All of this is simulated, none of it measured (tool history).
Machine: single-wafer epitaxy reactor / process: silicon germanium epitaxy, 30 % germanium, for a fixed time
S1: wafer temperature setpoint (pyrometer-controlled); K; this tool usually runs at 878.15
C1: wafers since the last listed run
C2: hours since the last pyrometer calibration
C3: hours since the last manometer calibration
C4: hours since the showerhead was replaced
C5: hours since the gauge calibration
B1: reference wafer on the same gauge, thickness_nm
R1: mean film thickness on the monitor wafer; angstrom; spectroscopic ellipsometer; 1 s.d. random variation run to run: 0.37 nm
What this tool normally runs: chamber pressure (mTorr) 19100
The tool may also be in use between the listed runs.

Run 1, hour 0: usual settings; C1 0; C2 2016.9; C3 1194.5; C4 3533.3; C5 342.3; B1 75.654. Result: R1 649.68 angstrom.
Run 2, hour 41.8: usual settings but chamber pressure (mTorr) 20300; C1 701; C2 2058.7; C3 1236.3; C4 3575.1; C5 384.1; B1 75.548. Result: R1 652.63 angstrom.
Run 3, hour 104.6: usual settings but S1 867.15 K; C1 1054; C2 2121.5; C3 1299.1; C4 3637.9; C5 446.9; B1 75.614. Result: R1 511.31 angstrom.
Run 4, hour 142.8: usual settings; C1 641; C2 2159.7; C3 1337.3; C4 3676.1; C5 485.1; B1 75.55. Result: R1 651.96 angstrom.
Run 5, hour 178.3: usual settings; C1 596; C2 2195.2; C3 1372.8; C4 3711.6; C5 520.6; B1 75.662. Result: R1 650.73 angstrom.
Run 6, hour 222.6: usual settings; C1 743; C2 2239.5; C3 1417.1; C4 3755.9; C5 564.9; B1 75.64. Result: R1 650.48 angstrom.
Run 7, hour 292.5: usual settings; C1 1173; C2 2309.4; C3 1487; C4 3825.8; C5 634.8; B1 75.607. Result: R1 648.7 angstrom.
Run 8, hour 330.9: usual settings but S1 886.15 K, chamber pressure (mTorr) 16600; C1 644; C2 2347.8; C3 1525.4; C4 3864.2; C5 673.2; B1 75.507. Result: R1 748.18 angstrom.
Run 9, hour 358.1: usual settings but S1 886.15 K, chamber pressure (mTorr) 16600; C1 456; C2 2375; C3 1552.6; C4 3891.4; C5 700.4; B1 75.502. Result: R1 742.29 angstrom.
At hour 404.7: gauge calibrated.
Run 10, hour 421.9: usual settings but S1 886.15 K, chamber pressure (mTorr) 16600; C1 1071; C2 2438.8; C3 1616.4; C4 3955.2; C5 17.2; B1 75.682. Result: R1 747.54 angstrom.
At hour 459.2: showerhead replaced.
Run 11, hour 624.4: usual settings but chamber pressure (mTorr) 20800; C1 3265; C2 2641.3; C3 1818.9; C4 165.2; C5 219.7; B1 75.647. Result: R1 654.92 angstrom.
Run 12, hour 673.1: usual settings but S1 872.15 K, chamber pressure (mTorr) 21300; C1 817; C2 2690; C3 1867.6; C4 213.9; C5 268.4; B1 75.556. Result: R1 582.38 angstrom.
Run 13, hour 721.2: usual settings but S1 873.15 K, chamber pressure (mTorr) 14800; C1 807; C2 2738.1; C3 1915.7; C4 262; C5 316.5; B1 75.548. Result: R1 563.91 angstrom.
Run 14, hour 781.8: usual settings; C1 1017; C2 2798.7; C3 1976.3; C4 322.6; C5 377.1; B1 75.588. Result: R1 647.09 angstrom.
At hour 789.9: pyrometer calibrated.
Run 15, hour 817.4: usual settings; C1 463; C2 27.5; C3 2011.9; C4 358.2; C5 412.7; B1 75.617. Result: R1 742.86 angstrom.
At hour 841.5: capacitance manometer re-zeroed and calibrated.
Run 16, hour 889.1: usual settings; C1 1069; C2 99.2; C3 47.6; C4 429.9; C5 484.4; B1 75.549. Result: R1 745.93 angstrom.
Run 17, hour 941.4: usual settings but S1 885.15 K; C1 878; C2 151.5; C3 99.9; C4 482.2; C5 536.7; B1 75.62. Result: R1 847.5 angstrom.
Run 18, hour 968.2: usual settings but S1 868.15 K, chamber pressure (mTorr) 15700; C1 449; C2 178.3; C3 126.7; C4 509; C5 563.5; B1 75.633. Result: R1 585.38 angstrom.
At hour 990.5: pyrometer calibrated, repeated, since the last time left the tool worse.
Run 19, hour 1134.8: usual settings but S1 884.15 K, chamber pressure (mTorr) 14500; C1 2662; C2 144.3; C3 293.3; C4 675.6; C5 730.1; B1 75.592. Result: R1 732.04 angstrom.
Run 20, hour 1164.7: usual settings; C1 502; C2 174.2; C3 323.2; C4 705.5; C5 760; B1 75.59. Result: R1 667.43 angstrom.
At hour 1193.5: gauge calibrated.
Run 21, hour 1215.8: usual settings but S1 863.15 K, chamber pressure (mTorr) 16900; C1 857; C2 225.3; C3 374.3; C4 756.6; C5 22.3; B1 75.608. Result: R1 485.53 angstrom.
Run 22, hour 1250.1: usual settings; C1 575; C2 259.6; C3 408.6; C4 790.9; C5 56.6; B1 75.626. Result: R1 672.72 angstrom.
Run 23, hour 1280.2: usual settings but S1 885.15 K, chamber pressure (mTorr) 20800; C1 505; C2 289.7; C3 438.7; C4 821; C5 86.7; B1 75.601. Result: R1 793.54 angstrom.

Consider 3 possible next runs. They are alternatives, not a sequence: every one starts from the tool as it was left by run 23. What does each give?
Run A, hour 1280.6: usual settings; C1 6; C2 290.1; C3 439.1; C4 821.4; C5 87.1; B1 ?. Result: R1 ?.
Run B, hour 1280.6: usual settings but chamber pressure (mTorr) 17400; C1 6; C2 290.1; C3 439.1; C4 821.4; C5 87.1; B1 ?. Result: R1 ?.
Run C, hour 1280.6: usual settings but S1 882.15 K, chamber pressure (mTorr) 14700; C1 6; C2 290.1; C3 439.1; C4 821.4; C5 87.1; B1 ?. Result: R1 ?.

run      B1      R1
  A  75.615  673.04
  B  75.615  660.89
  C  75.615  695.69
With no hidden state in the tool, these same runs would have given:
run      R1
  A  682.09
  B  669.78
  C  704.96
